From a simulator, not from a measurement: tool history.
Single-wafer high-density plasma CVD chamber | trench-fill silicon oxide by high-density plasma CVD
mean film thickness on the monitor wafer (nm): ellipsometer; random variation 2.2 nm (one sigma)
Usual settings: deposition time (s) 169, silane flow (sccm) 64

| run | hour | deposition time (s) | silane flow (sccm) | wafers since the last listed run | hours since the silane flow controller was replaced | hours since the gauge calibration | read-back reference wafer on the same gauge, thickness_nm | mean film thickness on the monitor wafer (nm) |
|---|---|---|---|---|---|---|---|---|
| 1 | 0.0 | 176 | 64 | 0 | 301.0 | 1108.3 | 1260.545 | 1147.532 |
| 2 | 51.4 | 176 | 64 | 279 | 352.4 | 1159.7 | 1260.220 | 1142.454 |
| 3 | 103.6 | 169 | 68 | 284 | 404.6 | 1211.9 | 1260.015 | 1166.507 |
| 4 | 203.4 | 169 | 68 | 543 | 504.4 | 1311.7 | 1259.613 | 1168.022 |
| 5 | 289.4 | 169 | 68 | 467 | 590.4 | 1397.7 | 1261.616 | 1164.880 |
| 6 | 334.8 | 169 | 59 | 247 | 635.8 | 1443.1 | 1261.303 | 1011.045 |
| 7 | 411.2 | 169 | 64 | 415 | 712.2 | 1519.5 | 1260.279 | 1095.508 |
| 8 | 465.2 | 169 | 64 | 293 | 766.2 | 1573.5 | 1260.281 | 1092.602 |
| 9 | 532.2 | 146 | 56 | 364 | 833.2 | 1640.5 | 1259.461 | 824.559 |
| 10 | 631.4 | 146 | 56 | 539 | 932.4 | 1739.7 | 1260.840 | 826.769 |
| 11 | 670.5 | 169 | 64 | 212 | 971.5 | 1778.8 | 1258.565 | 1089.838 |
| 12 | 717.3 | 169 | 64 | 254 | 1018.3 | 1825.6 | 1259.751 | 1087.792 |
| 13 | 774.9 | 169 | 64 | 313 | 1075.9 | 1883.2 | 1260.879 | 1088.092 |
| 14 | 835.7 | 186 | 64 | 330 | 1136.7 | 1944.0 | 1259.980 | 1198.003 |
| 15 | 900.3 | 186 | 64 | 351 | 1201.3 | 2008.6 | 1260.795 | 1193.892 |
| 16 | 988.4 | 169 | 64 | 479 | 1289.4 | 2096.7 | 1260.010 | 1085.922 |
| 17 | 1153.8 | 169 | 64 | 899 | 1454.8 | 2262.1 | 1260.771 | 1081.861 |
| 18 | 1214.5 | 169 | 64 | 330 | 1515.5 | 2322.8 | 1259.680 | 1083.127 |
| 19 | 1310.1 | 169 | 59 | 520 | 1611.1 | 2418.4 | 1260.040 | 998.498 |
|  | 1333.2 | gauge calibrated |
| 20 | 1391.5 | 169 | 64 | 442 | 1692.5 | 58.3 | 1259.782 | 1081.267 |
| 21 | 1436.8 | 160 | 76 | 246 | 1737.8 | 103.6 | 1260.293 | 1214.566 |
| 22 | 1474.4 | 159 | 69 | 204 | 1775.4 | 141.2 | 1260.708 | 1094.896 |
| 23 | 1520.0 | 169 | 69 | 248 | 1821.0 | 186.8 | 1259.815 | 1167.014 |
|  | 1555.5 | silane flow controller replaced |
| 24 | 1614.6 | 169 | 58 | 471 | 59.1 | 281.4 | 1260.668 | 1027.595 |
| 25 | 1680.6 | 169 | 64 | 359 | 125.1 | 347.4 | 1259.326 | 1135.626 |
| 26 | 1942.8 | 169 | 59 | 1426 | 387.3 | 609.6 | 1260.396 | 1040.686 |
| 27 | 2008.0 | 169 | 64 | 354 | 452.5 | 674.8 | 1260.095 | 1132.853 |
| 28 | 2108.6 | 159 | 72 | 547 | 553.1 | 775.4 | 1260.460 | 1193.576 |
|  | 2171.2 | silane flow controller replaced, repeated, since the last time left the tool worse |
| 29 | 2201.4 | 192 | 64 | 461 | 30.2 | 868.2 | 1259.858 | 1237.952 |
| 30 | 2253.8 | 160 | 76 | 285 | 82.6 | 920.6 | 1260.532 | 1225.324 |
| 31 | 2360.7 | 200 | 54 | 581 | 189.5 | 1027.5 | 1259.055 | 1088.550 |
| 32 | 2401.0 | 195 | 74 | 219 | 229.8 | 1067.8 | 1260.015 | 1456.236 |
| 33 | 2442.2 | 156 | 64 | 224 | 271.0 | 1109.0 | 1258.404 | 1003.636 |
| 34 | 2544.2 | 140 | 71 | 555 | 373.0 | 1211.0 | 1259.140 | 999.036 |

5 ways to go on from here, each from the tool as it stands after run 34. What would each give?
| A | 2544.6 | 169 | 64 | 2 | 373.4 | 1211.4 | ? | ? |
| B | 2544.6 | 201 | 72 | 2 | 373.4 | 1211.4 | ? | ? |
| C | 2544.6 | 150 | 61 | 2 | 373.4 | 1211.4 | ? | ? |
| D | 2544.6 | 169 | 55 | 2 | 373.4 | 1211.4 | ? | ? |
| E | 2544.6 | 147 | 55 | 2 | 373.4 | 1211.4 | ? | ? |

| run | read-back reference wafer on the same gauge, thickness_nm | mean film thickness on the monitor wafer (nm) |
|---|---|---|
| A | 1259.766 | 1085.854 |
| B | 1259.766 | 1452.892 |
| C | 1259.766 | 918.599 |
| D | 1259.766 | 933.156 |
| E | 1259.766 | 811.680 |
Without the tool's hidden state the same runs would have given:
| run | mean film thickness on the monitor wafer (nm) |
|---|---|
| A | 1095.528 |
| B | 1465.836 |
| C | 926.783 |
| D | 941.469 |
| E | 818.911 |
